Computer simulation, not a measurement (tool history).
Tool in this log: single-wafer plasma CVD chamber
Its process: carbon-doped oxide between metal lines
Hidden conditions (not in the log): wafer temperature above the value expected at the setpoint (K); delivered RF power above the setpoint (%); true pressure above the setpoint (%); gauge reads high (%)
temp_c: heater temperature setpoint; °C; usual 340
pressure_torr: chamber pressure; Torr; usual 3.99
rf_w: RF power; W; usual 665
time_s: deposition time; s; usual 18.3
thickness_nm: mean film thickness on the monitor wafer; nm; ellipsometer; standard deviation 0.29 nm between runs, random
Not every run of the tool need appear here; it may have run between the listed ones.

run     day  temp_c  pressure_torr  rf_w  time_s  wafers since the last listed run  hours since the last thermocouple change  hours since the last RF generator calibration  hours since the last manometer calibration  hours since the showerhead was replaced  hours since the gauge calibration  read-back reference wafer on the same gauge, thickness_nm  thickness_nm
  1   0.000     340           3.99   665    18.3                                 0                                    1665.4                                            8.9                                      1136.1                                   4218.5                             1013.5                                                    107.042       118.518
      2.004  -- thermocouple changed; heater temperature recalibrated
      6.721  -- showerhead replaced
  2   6.742     340           3.99   665    18.3                              2282                                     113.7                                          170.7                                      1297.9                                      0.5                             1175.3                                                    106.931       118.386
  3   7.546     340           3.99   665    18.3                               302                                     133.0                                          190.0                                      1317.2                                     19.8                             1194.6                                                    106.892       118.336
  4  10.521     340           3.99   665    18.3                              1117                                     204.4                                          261.4                                      1388.6                                     91.2                             1266.0                                                    106.957       117.627
  5  11.992     340           3.99   665    18.3                               552                                     239.7                                          296.7                                      1423.9                                    126.5                             1301.3                                                    107.110       118.128
  6  13.696     340           3.58   665    18.3                               640                                     280.6                                          337.6                                      1464.8                                    167.4                             1342.2                                                    107.011       116.502
     16.138  -- gauge calibrated
  7  20.950     334           4.37   665    16.1                              2725                                     454.7                                          511.7                                      1638.9                                    341.5                              115.5                                                    107.015       106.535
     28.300  -- capacitance manometer re-zeroed and calibrated
  8  29.329     345           3.46   665    18.3                              3022                                     655.8                                          712.8                                        24.7                                    542.6                              316.6                                                    107.026       114.582
  9  31.562     331           3.52   625    16.6                               839                                     709.4                                          766.4                                        78.3                                    596.2                              370.2                                                    106.942       105.278
     32.675  -- RF generator calibrated
 10  33.079     340           3.99   760    18.3                               444                                     745.8                                            9.7                                       114.7                                    632.6                              406.6                                                    106.991       125.820
 11  35.788     340           3.99   665    19.9                              1017                                     810.8                                           74.7                                       179.7                                    697.6                              471.6                                                    107.031       128.458
 12  37.667     348           3.99   765    18.3                               705                                     855.9                                          119.8                                       224.8                                    742.7                              516.7                                                    106.871       123.428
 13  40.604     340           3.99   665    18.3                              1103                                     926.4                                          190.3                                       295.3                                    813.2                              587.2                                                    107.065       118.758
 14  41.783     340           3.99   665    18.3                               442                                     954.7                                          218.6                                       323.6                                    841.5                              615.5                                                    106.989       117.680
 15  44.446     336           3.99   705    18.3                              1000                                    1018.6                                          282.5                                       387.5                                    905.4                              679.4                                                    106.900       122.601
 16  47.242     340           3.99   620    18.3                              1050                                    1085.7                                          349.6                                       454.6                                    972.5                              746.5                                                    106.917       114.861
 17  49.462     340           4.90   665    18.3                               834                                    1139.0                                          402.9                                       507.9                                   1025.8                              799.8                                                    106.870       120.683
 18  51.762     326           3.35   665    19.8                               864                                    1194.2                                          458.1                                       563.1                                   1081.0                              855.0                                                    107.031       130.356
 19  53.517     327           3.05   705    18.3                               659                                    1236.3                                          500.2                                       605.2                                   1123.1                              897.1                                                    107.041       122.028
 20  55.692     340           3.99   665    18.3                               817                                    1288.5                                          552.4                                       657.4                                   1175.3                              949.3                                                    106.974       118.286
 21  56.700     340           3.99   590    20.8                               378                                    1312.7                                          576.6                                       681.6                                   1199.5                              973.5                                                    107.070       127.332
 22  58.054     330           3.36   595    18.3                               508                                    1345.2                                          609.1                                       714.1                                   1232.0                             1006.0                                                    106.917       113.012
 23  59.904     334           3.99   735    18.3                               695                                    1389.6                                          653.5                                       758.5                                   1276.4                             1050.4                                                    107.049       124.440
 24  60.938     340           3.99   665    18.3                               388                                    1414.4                                          678.3                                       783.3                                   1301.2                             1075.2                                                    106.936       118.047
 25  63.292     340           3.45   730    16.3                               884                                    1470.9                                          734.8                                       839.8                                   1357.7                             1131.7                                                    107.039       108.090
     64.562  -- RF generator calibrated
 26  64.583     335           3.18   620    19.3                               360                                    1501.9                                            0.5                                       870.8                                   1388.7                             1162.7                                                    107.052       120.588
 27  65.854     340           4.46   665    17.0                               477                                    1532.4                                           31.0                                       901.3                                   1419.2                             1193.2                                                    106.989       112.027
     66.354  -- gauge calibrated
 28  68.700     340           3.71   550    18.3                              1069                                    1600.7                                           99.3                                       969.6                                   1487.5                               56.3                                                    106.960       108.035
 29  70.783     344           3.49   545    15.3                               782                                    1650.7                                          149.3                                      1019.6                                   1537.5                              106.3                                                    107.098        89.567

Consider 3 possible next runs. They are alternatives, not a sequence: every one starts from the tool as it was left by run 29. What does each give?
  A  70.800     330           3.99   665    18.3                                 6                                    1651.1                                          149.7                                      1020.0                                   1537.9                              106.7                                                          ?             ?
  B  70.800     325           3.99   665    15.2                                 6                                    1651.1                                          149.7                                      1020.0                                   1537.9                              106.7                                                          ?             ?
  C  70.800     340           3.99   610    18.3                                 6                                    1651.1                                          149.7                                      1020.0                                   1537.9                              106.7                                                          ?             ?

run  read-back reference wafer on the same gauge, thickness_nm  thickness_nm
  A                                                    107.070       122.091
  B                                                    107.070       103.335
  C                                                    107.070       114.309
What these runs would have given with no unlogged condition in the tool:
run  thickness_nm
  A       122.354
  B       103.558
  C       114.561

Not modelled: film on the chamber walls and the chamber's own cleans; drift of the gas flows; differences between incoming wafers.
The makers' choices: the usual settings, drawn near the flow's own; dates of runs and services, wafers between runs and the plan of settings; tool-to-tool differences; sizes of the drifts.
